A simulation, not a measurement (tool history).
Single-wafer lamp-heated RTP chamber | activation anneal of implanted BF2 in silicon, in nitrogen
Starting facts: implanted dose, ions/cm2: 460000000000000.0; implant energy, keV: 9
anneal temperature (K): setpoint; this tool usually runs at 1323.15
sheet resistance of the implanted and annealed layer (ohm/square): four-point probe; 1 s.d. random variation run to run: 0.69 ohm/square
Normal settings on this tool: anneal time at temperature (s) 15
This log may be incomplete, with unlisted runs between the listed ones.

run	hour	anneal temperature (K)	anneal time at temperature (s)	read-back reference wafer on the same gauge, sheet resistance	sheet resistance of the implanted and annealed layer (ohm/square)
1	0	1323.15	10	296.21	301.1
2	24.8	1323.15	10	295.79	299.46
3	80.9	1323.15	15	296.31	286.54
4	105.6	1323.15	15	296.04	287.7
5	146.5	1323.15	15	295.81	287.49
6	197.3	1323.15	15	296.11	285.04
7	233.8	1343.15	10	296.05	295.22
8	259.1	1323.15	15	295.87	299.99
9	321.4	1323.15	15	296.16	297.76
10	356.9	1332.15	15	296.17	286.83
11	420.8	1332.15	15	296.01	286.58
12	460	1332.15	15	296.01	285.03
13	526.1	1337.15	24	296.17	270.6
14	562	1323.15	21	295.91	281.6
15	618.1	1344.15	15	296.03	279.79
16	662.5	1314.15	19	296.23	296.75
17	729.6	1295.15	15	295.83	321.8
18	785.2	1323.15	15	295.99	292.94
19	810.9	1323.15	15	295.97	291.38
20	904.9	1323.15	15	295.87	290.48
21	950.4	1300.15	20	295.99	301.84
22	988.7	1297.15	21	296.06	303.38
23	1052.3	1323.15	20	295.83	285.42
24	1087.8	1323.15	9	295.97	307.9
25	1144.7	1323.15	22	295.98	277.42
26	1204.8	1297.15	18	296.06	316.78
27	1240.5	1309.15	9	295.8	324.82
28	1295.7	1323.15	15	296.11	295.32
29	1330.6	1323.15	15	296.08	291.64
30	1393.4	1323.15	15	295.97	293.64
31	1425.4	1351.15	19	295.64	272.04
32	1465.1	1323.15	15	296.07	298.59
33	1511.9	1350.15	11	296.01	280.57
34	1572.8	1323.15	22	296.06	283.15
35	1602.1	1297.15	6	295.77	346.7

Put back what was entered between runs (7 entries, withheld): which listed runs does each sit between, and how does the hidden state differ from the listed run before to the listed run after?
Logged between run 6 and run 7: reflector plate cleaned (hour 230.4); pyrometer window cleaned and pyrometer calibrated (hour 233.3)
  true wafer temperature minus pyrometer reading, K: 10.9 -> 1.18; wafer temperature error from the tarnished reflector plate, K: 9.1 -> 0.878
  measured minus no-state result, sheet resistance of the implanted and annealed layer (ohm/square): -19.5 -> -2.15
Logged between run 10 and run 11: gauge calibrated (hour 382.2)
  true wafer temperature minus pyrometer reading, K: 6.7 -> 8.13; wafer temperature error from the tarnished reflector plate, K: 1.96 -> 2.52
  measured minus no-state result, sheet resistance of the implanted and annealed layer (ohm/square): -8.27 -> -10.11
Logged between run 14 and run 15: pyrometer window cleaned and pyrometer calibrated (hour 595)
  true wafer temperature minus pyrometer reading, K: 9.71 -> 1.47; wafer temperature error from the tarnished reflector plate, K: 3.76 -> 4.26
  measured minus no-state result, sheet resistance of the implanted and annealed layer (ohm/square): -11.37 -> -4.62
Logged between run 22 and run 23: pyrometer window cleaned and pyrometer calibrated (hour 1051.8)
  true wafer temperature minus pyrometer reading, K: 8.94 -> 2.55; wafer temperature error from the tarnished reflector plate, K: 7.51 -> 8.07
  measured minus no-state result, sheet resistance of the implanted and annealed layer (ohm/square): -19.21 -> -9.55
Logged between run 25 and run 26: reflector plate cleaned (hour 1198.1)
  true wafer temperature minus pyrometer reading, K: 7.11 -> 8.81; wafer temperature error from the tarnished reflector plate, K: 8.89 -> 0.142
  measured minus no-state result, sheet resistance of the implanted and annealed layer (ohm/square): -12.57 -> -9.57
Logged between run 30 and run 31: pyrometer window cleaned and pyrometer calibrated (hour 1409.5)
  true wafer temperature minus pyrometer reading, K: 11.2 -> 1.7; wafer temperature error from the tarnished reflector plate, K: 1.8 -> 2.08
  measured minus no-state result, sheet resistance of the implanted and annealed layer (ohm/square): -13.13 -> -1.9
